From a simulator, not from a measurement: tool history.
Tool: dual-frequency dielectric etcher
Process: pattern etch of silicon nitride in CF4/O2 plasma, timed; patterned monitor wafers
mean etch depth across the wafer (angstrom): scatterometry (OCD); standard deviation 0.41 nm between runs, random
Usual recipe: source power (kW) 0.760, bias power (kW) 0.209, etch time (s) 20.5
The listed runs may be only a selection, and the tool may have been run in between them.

run	hour	source power (kW)	bias power (kW)	etch time (s)	read-back reference wafer on the same gauge, depth_nm	mean etch depth across the wafer (angstrom)
1	0.0	0.760	0.209	20.5	64.4	654
2	88.1	0.760	0.209	20.5	64.5	657
3	137.2	0.760	0.209	20.5	64.5	658
4	182.3	0.760	0.209	20.5	64.4	662
5	260.4	0.760	0.209	20.5	64.3	671
# hour 318.9: wet clean of the chamber
6	364.4	0.760	0.209	20.5	64.5	635
7	438.1	0.760	0.209	25.5	64.4	808
8	523.7	0.760	0.209	25.5	64.4	817
9	631.7	0.760	0.209	20.5	64.4	650
# hour 700.1: wet clean of the chamber
# hour 703.1: source power generator calibrated
10	706.3	0.760	0.209	20.5	64.5	664
11	784.8	0.760	0.209	20.5	64.6	669
# hour 805.8: bias power generator calibrated
12	832.6	0.760	0.198	20.5	64.3	657
13	906.3	0.760	0.209	20.5	64.5	665
# hour 919.2: gauge calibrated
14	961.3	0.650	0.251	14.5	64.5	418
15	1039.7	0.760	0.196	15.0	64.5	484
# hour 1087.8: wet clean of the chamber
16	1139.3	0.760	0.209	20.5	64.4	654
17	1234.4	0.760	0.209	20.5	64.4	651
# hour 1262.5: upper electrode replaced
18	1271.0	0.840	0.209	19.0	64.5	672
19	1316.1	0.640	0.209	24.5	64.2	657
20	1411.2	0.600	0.209	26.0	64.5	656
# hour 1443.2: wet clean of the chamber
21	1452.2	0.940	0.253	15.0	64.4	608
22	1646.4	0.760	0.209	20.5	64.4	650
23	1725.6	0.950	0.209	20.5	64.3	825
# hour 1821.7: wet clean of the chamber
24	1948.0	0.760	0.196	15.0	64.4	464
25	2000.7	0.580	0.259	15.5	64.4	381

Branching from run 25: 5 alternative next runs. What would each branch give?
A	2001.1	0.760	0.192	20.5	?	?
B	2001.1	0.880	0.194	20.5	?	?
C	2001.1	0.760	0.186	20.5	?	?
D	2001.1	0.620	0.175	16.0	?	?
E	2001.1	0.600	0.189	17.0	?	?

run	read-back reference wafer on the same gauge, depth_nm	mean etch depth across the wafer (angstrom)
A	64.3	636
B	64.3	741
C	64.3	632
D	64.3	392
E	64.3	408
The same runs, with their run-to-run variation unchanged, on a tool lacking any hidden condition would have given:
run	mean etch depth across the wafer (angstrom)
A	661
B	771
C	657
D	407
E	424
